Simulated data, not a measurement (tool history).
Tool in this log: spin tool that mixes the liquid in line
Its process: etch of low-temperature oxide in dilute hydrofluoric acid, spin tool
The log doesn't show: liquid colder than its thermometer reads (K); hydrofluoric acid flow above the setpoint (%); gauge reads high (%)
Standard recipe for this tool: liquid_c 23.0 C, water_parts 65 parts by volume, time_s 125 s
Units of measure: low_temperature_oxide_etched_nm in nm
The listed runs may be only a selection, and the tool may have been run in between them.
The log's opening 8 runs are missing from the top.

run,hour,liquid_c,water_parts,time_s,wafers since the last listed run,hours since the thermometer was replaced,hours since the hydrofluoric acid flow meter was replaced,hours since the gauge calibration,"read-back film thickness of the low-temperature oxide reference wafer, read on the same gauge (nm)",low_temperature_oxide_etched_nm
9,548.4,27.0,65,125,369,105.1,1850.6,1083.7,129.98,26.42
10,618.4,23.0,65,125,542,175.1,1920.6,1153.7,129.98,22.46
11,687.1,23.0,65,125,532,243.8,1989.3,1222.4,130.01,22.42
12,724.6,23.0,65,125,290,281.3,2026.8,1259.9,130.02,22.64
13,782.4,23.0,65,165,447,339.1,2084.6,1317.7,130.02,29.88
14,830.3,23.0,65,165,370,387.0,2132.5,1365.6,130.00,30.11
15,860.9,23.0,65,85,236,417.6,2163.1,1396.2,130.00,15.40
16,931.2,23.0,90,125,544,487.9,2233.4,1466.5,130.00,15.88
17,978.4,27.0,75,125,365,535.1,2280.6,1513.7,130.04,22.96
# hour 981.4: hydrofluoric acid flow meter replaced
18,1018.1,23.0,65,125,299,574.8,36.7,1553.4,129.99,21.20
19,1073.4,27.5,50,190,428,630.1,92.0,1608.7,129.99,51.31
20,1102.8,18.0,80,195,227,659.5,121.4,1638.1,130.00,21.61
# hour 1112.0: gauge calibrated
21,1166.4,23.0,45,145,492,723.1,185.0,54.4,129.99,36.56
22,1214.7,23.0,80,125,374,771.4,233.3,102.7,130.00,16.92
23,1251.6,26.0,65,125,285,808.3,270.2,139.6,130.00,24.14
24,1277.4,23.0,45,145,199,834.1,296.0,165.4,129.98,36.79
25,1337.3,26.0,50,60,463,894.0,355.9,225.3,130.03,15.39
26,1366.3,27.0,95,60,224,923.0,384.9,254.3,129.96,7.93
27,1548.5,23.0,55,125,1411,1105.2,567.1,436.5,129.99,25.53
28,1581.1,23.0,65,125,252,1137.8,599.7,469.1,129.97,21.80
# hour 1610.8: thermometer replaced
29,1615.6,23.0,65,185,259,4.8,634.2,503.6,129.96,32.05
30,1650.3,24.5,65,100,268,39.5,668.9,538.3,130.00,18.17
31,1698.9,24.5,65,125,376,88.1,717.5,586.9,129.99,23.03

Alternative continuations, all from the tool just after run 31; predict every row:
A,1699.4,23.0,65,125,3,88.6,718.0,587.4,?,?
B,1699.4,26.0,85,190,3,88.6,718.0,587.4,?,?
C,1699.4,21.5,65,170,3,88.6,718.0,587.4,?,?
D,1699.4,18.5,75,65,3,88.6,718.0,587.4,?,?
E,1699.4,26.0,55,95,3,88.6,718.0,587.4,?,?

run,"read-back film thickness of the low-temperature oxide reference wafer, read on the same gauge (nm)",low_temperature_oxide_etched_nm
A,130.00,21.73
B,130.00,27.79
C,130.00,27.78
D,130.00,8.02
E,130.00,22.34
Had the tool no hidden state, the same runs would have come out as:
run,low_temperature_oxide_etched_nm
A,21.13
B,27.00
C,27.01
D,7.80
E,21.73

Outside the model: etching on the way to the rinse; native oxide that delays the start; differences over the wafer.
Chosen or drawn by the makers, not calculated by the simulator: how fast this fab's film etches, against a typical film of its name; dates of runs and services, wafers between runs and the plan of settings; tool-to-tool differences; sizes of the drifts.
